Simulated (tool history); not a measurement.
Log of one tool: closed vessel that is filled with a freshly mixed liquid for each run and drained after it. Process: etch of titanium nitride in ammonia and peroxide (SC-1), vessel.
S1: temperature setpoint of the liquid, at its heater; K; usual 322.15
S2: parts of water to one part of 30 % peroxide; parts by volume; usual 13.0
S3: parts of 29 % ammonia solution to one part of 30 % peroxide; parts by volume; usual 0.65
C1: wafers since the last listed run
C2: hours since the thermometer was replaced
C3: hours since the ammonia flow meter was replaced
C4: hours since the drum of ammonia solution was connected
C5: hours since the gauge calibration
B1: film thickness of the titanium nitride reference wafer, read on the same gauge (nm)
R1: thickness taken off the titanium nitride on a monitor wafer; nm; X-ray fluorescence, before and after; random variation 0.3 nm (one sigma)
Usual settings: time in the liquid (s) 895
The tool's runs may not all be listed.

run 1 hour=0.0 | S1=322.15 S2=13.0 S3=0.65 time_in_the_liquid_(s)=895 | C1=0 C2=632.7 C3=1459.3 C4=219.8 C5=344.3 | B1=119.99 | R1=47.64
run 2 hour=53.1 | S1=322.15 S2=13.0 S3=0.65 time_in_the_liquid_(s)=895 | C1=2304 C2=685.8 C3=1512.4 C4=272.9 C5=397.4 | B1=120.00 | R1=47.58
run 3 hour=102.2 | S1=322.15 S2=13.0 S3=0.65 time_in_the_liquid_(s)=895 | C1=2130 C2=734.9 C3=1561.5 C4=322.0 C5=446.5 | B1=120.03 | R1=47.75
run 4 hour=165.6 | S1=322.15 S2=13.0 S3=0.65 time_in_the_liquid_(s)=895 | C1=2751 C2=798.3 C3=1624.9 C4=385.4 C5=509.9 | B1=120.03 | R1=47.65
run 5 hour=197.2 | S1=322.15 S2=13.0 S3=0.65 time_in_the_liquid_(s)=895 | C1=1371 C2=829.9 C3=1656.5 C4=417.0 C5=541.5 | B1=119.97 | R1=48.31
-- hour=218.1 new drum of ammonia solution connected
run 6 hour=230.7 | S1=330.15 S2=13.0 S3=0.65 time_in_the_liquid_(s)=895 | C1=1410 C2=863.4 C3=1690.0 C4=12.6 C5=575.0 | B1=120.00 | R1=81.70
run 7 hour=268.2 | S1=330.15 S2=13.0 S3=0.65 time_in_the_liquid_(s)=895 | C1=1627 C2=900.9 C3=1727.5 C4=50.1 C5=612.5 | B1=120.01 | R1=81.95
run 8 hour=310.3 | S1=322.15 S2=13.0 S3=0.65 time_in_the_liquid_(s)=895 | C1=1827 C2=943.0 C3=1769.6 C4=92.2 C5=654.6 | B1=119.99 | R1=46.70
run 9 hour=335.3 | S1=322.15 S2=13.0 S3=0.65 time_in_the_liquid_(s)=895 | C1=1084 C2=968.0 C3=1794.6 C4=117.2 C5=679.6 | B1=120.02 | R1=46.90
run 10 hour=381.9 | S1=322.15 S2=13.0 S3=0.65 time_in_the_liquid_(s)=895 | C1=2022 C2=1014.6 C3=1841.2 C4=163.8 C5=726.2 | B1=119.98 | R1=46.58
run 11 hour=417.4 | S1=322.15 S2=13.0 S3=0.35 time_in_the_liquid_(s)=565 | C1=1540 C2=1050.1 C3=1876.7 C4=199.3 C5=761.7 | B1=120.01 | R1=26.50
-- hour=428.6 gauge calibrated
-- hour=432.6 new drum of ammonia solution connected, repeated, since the last time left the tool worse
run 12 hour=457.1 | S1=327.15 S2=7.5 S3=0.40 time_in_the_liquid_(s)=1415 | C1=1679 C2=1089.8 C3=1916.4 C4=24.5 C5=28.5 | B1=119.98 | R1=132.32
run 13 hour=501.3 | S1=322.15 S2=13.0 S3=0.65 time_in_the_liquid_(s)=895 | C1=1918 C2=1134.0 C3=1960.6 C4=68.7 C5=72.7 | B1=120.00 | R1=48.50
run 14 hour=531.7 | S1=322.15 S2=15.5 S3=0.65 time_in_the_liquid_(s)=740 | C1=1319 C2=1164.4 C3=1991.0 C4=99.1 C5=103.1 | B1=120.04 | R1=35.78
run 15 hour=573.6 | S1=322.15 S2=18.5 S3=0.80 time_in_the_liquid_(s)=1365 | C1=1818 C2=1206.3 C3=2032.9 C4=141.0 C5=145.0 | B1=120.00 | R1=61.94
run 16 hour=644.4 | S1=322.15 S2=13.0 S3=0.65 time_in_the_liquid_(s)=895 | C1=3072 C2=1277.1 C3=2103.7 C4=211.8 C5=215.8 | B1=120.00 | R1=47.44
-- hour=647.0 ammonia flow meter replaced
run 17 hour=698.4 | S1=322.15 S2=13.0 S3=0.45 time_in_the_liquid_(s)=895 | C1=2300 C2=1331.1 C3=51.4 C4=265.8 C5=269.8 | B1=120.01 | R1=44.57
-- hour=720.4 thermometer replaced
run 18 hour=764.8 | S1=322.15 S2=13.0 S3=0.35 time_in_the_liquid_(s)=595 | C1=2838 C2=44.4 C3=117.8 C4=332.2 C5=336.2 | B1=119.99 | R1=28.76
run 19 hour=825.5 | S1=322.15 S2=13.0 S3=0.65 time_in_the_liquid_(s)=895 | C1=2634 C2=105.1 C3=178.5 C4=392.9 C5=396.9 | B1=120.00 | R1=47.87
-- hour=841.7 new drum of ammonia solution connected
run 20 hour=870.8 | S1=319.65 S2=7.5 S3=0.75 time_in_the_liquid_(s)=1310 | C1=1922 C2=150.4 C3=223.8 C4=29.1 C5=442.2 | B1=119.99 | R1=80.24
run 21 hour=921.0 | S1=317.15 S2=10.5 S3=0.65 time_in_the_liquid_(s)=895 | C1=2178 C2=200.6 C3=274.0 C4=79.3 C5=492.4 | B1=119.98 | R1=38.13

Hidden state at the last listed run before each entry between runs and at the first one after, where it differs:
Between runs 5 and 6: new drum of ammonia solution connected (hour 218.1)
  ammonia solution weaker than its label (%): 6.22 -> 12.8
  measured less the result without the state, R1: -0.55 -> -1.98 nm
Between runs 11 and 12: gauge calibrated (hour 428.6); new drum of ammonia solution connected, repeated, since the last time left the tool worse (hour 432.6)
  ammonia solution weaker than its label (%): 15.5 -> 0.856
  measured less the result without the state, R1: -0.84 -> -0.20 nm
Between runs 16 and 17: ammonia flow meter replaced (hour 647.0)
  ammonia solution weaker than its label (%): 3.54 -> 4.31
  measured less the result without the state, R1: -0.30 -> -0.36 nm
Between runs 17 and 18: thermometer replaced (hour 720.4)
  ammonia solution weaker than its label (%): 4.31 -> 5.26
  measured less the result without the state, R1: -0.36 -> -0.29 nm
Between runs 19 and 20: new drum of ammonia solution connected (hour 841.7)
  ammonia solution weaker than its label (%): 6.13 -> 0.922
  measured less the result without the state, R1: -0.53 -> -0.11 nm
